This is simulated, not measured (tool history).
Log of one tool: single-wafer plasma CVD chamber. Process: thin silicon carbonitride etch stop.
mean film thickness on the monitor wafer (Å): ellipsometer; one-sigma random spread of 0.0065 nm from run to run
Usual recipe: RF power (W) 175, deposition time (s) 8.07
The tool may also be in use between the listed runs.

| run | hour | RF power (W) | deposition time (s) | wafers since the last listed run | hours since the last thermocouple change | hours since the last RF generator calibration | hours since the showerhead was replaced | hours since the gauge calibration | read-back reference wafer on the same gauge, thickness_nm | mean film thickness on the monitor wafer (Å) |
|---|---|---|---|---|---|---|---|---|---|---|
| 1 | 0 | 175 | 8.07 | 0 | 1696.3 | 2145.8 | 8031.4 | 79.4 | 5.113 | 43.27 |
| 2 | 26 | 175 | 8.07 | 1125 | 1722.3 | 2171.8 | 8057.4 | 105.4 | 5.116 | 43.24 |
| 3 | 40.1 | 175 | 8.07 | 610 | 1736.4 | 2185.9 | 8071.5 | 119.5 | 5.119 | 43.16 |
| 4 | 51 | 175 | 8.07 | 471 | 1747.3 | 2196.8 | 8082.4 | 130.4 | 5.117 | 43.29 |
| 5 | 67.9 | 175 | 8.07 | 731 | 1764.2 | 2213.7 | 8099.3 | 147.3 | 5.12 | 43.3 |
| 6 | 74.8 | 185 | 8.82 | 298 | 1771.1 | 2220.6 | 8106.2 | 154.2 | 5.12 | 47.86 |
|  | 78.3 | gauge calibrated |
| 7 | 84.5 | 175 | 7.4 | 420 | 1780.8 | 2230.3 | 8115.9 | 6.2 | 5.092 | 39.43 |
| 8 | 91.7 | 175 | 8.07 | 311 | 1788 | 2237.5 | 8123.1 | 13.4 | 5.097 | 43.02 |
|  | 107.4 | showerhead replaced |
| 9 | 107.9 | 175 | 8.07 | 355 | 1804.2 | 2253.7 | 0.5 | 29.6 | 5.103 | 43.11 |
| 10 | 108.2 | 175 | 8.07 | 12 | 1804.5 | 2254 | 0.8 | 29.9 | 5.103 | 43.09 |
| 11 | 115.6 | 175 | 8.07 | 320 | 1811.9 | 2261.4 | 8.2 | 37.3 | 5.109 | 43.17 |
|  | 142.8 | thermocouple changed; heater temperature recalibrated |
| 12 | 143.3 | 165 | 7.06 | 853 | 0.5 | 2289.1 | 35.9 | 65 | 5.111 | 37.32 |
| 13 | 148.9 | 155 | 8.07 | 242 | 6.1 | 2294.7 | 41.5 | 70.6 | 5.112 | 42.03 |
| 14 | 161.8 | 205 | 8.07 | 558 | 19 | 2307.6 | 54.4 | 83.5 | 5.115 | 44.67 |
| 15 | 169.1 | 175 | 9.42 | 316 | 26.3 | 2314.9 | 61.7 | 90.8 | 5.115 | 50.56 |
| 16 | 184.6 | 145 | 9.49 | 671 | 41.8 | 2330.4 | 77.2 | 106.3 | 5.117 | 48.86 |
|  | 198.1 | RF generator calibrated |
| 17 | 198.6 | 175 | 8.07 | 259 | 55.8 | 0.5 | 91.2 | 120.3 | 5.113 | 43.3 |
| 18 | 207.4 | 205 | 8.07 | 381 | 64.6 | 9.3 | 100 | 129.1 | 5.117 | 44.66 |
| 19 | 215.7 | 175 | 8.07 | 359 | 72.9 | 17.6 | 108.3 | 137.4 | 5.119 | 43.21 |
|  | 226.4 | gauge calibrated |
| 20 | 226.9 | 175 | 8.07 | 484 | 84.1 | 28.8 | 119.5 | 0.5 | 5.087 | 43.08 |

Run 21 has not been measured yet. What should we expect?
| 21 | 241.1 | 145 | 7.05 | 614 | 98.3 | 43 | 133.7 | 14.7 | ? | ? |

{"run 21": {"read-back reference wafer on the same gauge, thickness_nm": 5.095, "mean film thickness on the monitor wafer (Å)": 36.24}}
If the tool had no hidden condition, the same run with the same run-to-run variation would have returned mean film thickness on the monitor wafer (Å) 36.18.
